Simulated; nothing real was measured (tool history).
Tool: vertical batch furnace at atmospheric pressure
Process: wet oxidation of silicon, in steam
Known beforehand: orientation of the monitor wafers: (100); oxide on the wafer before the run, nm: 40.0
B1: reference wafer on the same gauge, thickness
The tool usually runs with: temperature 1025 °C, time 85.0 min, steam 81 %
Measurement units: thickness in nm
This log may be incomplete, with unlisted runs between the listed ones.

run 1 hour=0.0 | temperature=1025 time=67.0 steam=81 | B1=458.88 | thickness=449.52
run 2 hour=86.0 | temperature=1025 time=85.0 steam=73 | B1=458.69 | thickness=487.32
run 3 hour=286.4 | temperature=1025 time=85.0 steam=73 | B1=458.86 | thickness=485.50
run 4 hour=353.2 | temperature=1025 time=85.0 steam=78 | B1=459.08 | thickness=505.89
run 5 hour=394.9 | temperature=1025 time=85.0 steam=78 | B1=458.84 | thickness=506.03
run 6 hour=452.4 | temperature=1025 time=85.0 steam=81 | B1=459.15 | thickness=519.06
run 7 hour=501.8 | temperature=1025 time=85.0 steam=81 | B1=459.20 | thickness=519.12
run 8 hour=567.5 | temperature=1025 time=85.0 steam=81 | B1=459.06 | thickness=516.34
-- hour=618.9 gauge calibrated
run 9 hour=632.7 | temperature=1025 time=85.0 steam=81 | B1=458.85 | thickness=516.27
run 10 hour=692.2 | temperature=1025 time=85.0 steam=81 | B1=459.00 | thickness=515.84
run 11 hour=868.6 | temperature=1025 time=85.0 steam=81 | B1=458.85 | thickness=514.72
run 12 hour=919.4 | temperature=1001 time=101.0 steam=81 | B1=459.18 | thickness=497.71
-- hour=958.3 steam generator serviced
run 13 hour=978.3 | temperature=1025 time=85.0 steam=90 | B1=459.15 | thickness=566.10
-- hour=1026.5 thermocouples replaced and temperature profile calibrated
run 14 hour=1027.0 | temperature=1018 time=73.5 steam=70 | B1=458.91 | thickness=427.30
run 15 hour=1053.9 | temperature=1048 time=85.0 steam=81 | B1=459.03 | thickness=598.43
run 16 hour=1118.2 | temperature=1025 time=85.0 steam=81 | B1=458.98 | thickness=532.79
run 17 hour=1163.6 | temperature=1025 time=85.0 steam=81 | B1=459.04 | thickness=533.51
run 18 hour=1227.9 | temperature=1013 time=116.0 steam=78 | B1=459.04 | thickness=585.21
run 19 hour=1263.9 | temperature=1025 time=109.5 steam=81 | B1=459.29 | thickness=618.67

Run 20, settings as shown, results not yet in. Your forecast:
run 20 hour=1293.1 | temperature=1025 time=85.0 steam=73 | B1=? | thickness=?

{"run 20": {"B1": 458.68, "thickness": 499.1}}
On a tool with no hidden condition, and with the same random variation, this run would have come out at thickness 500.95 nm.
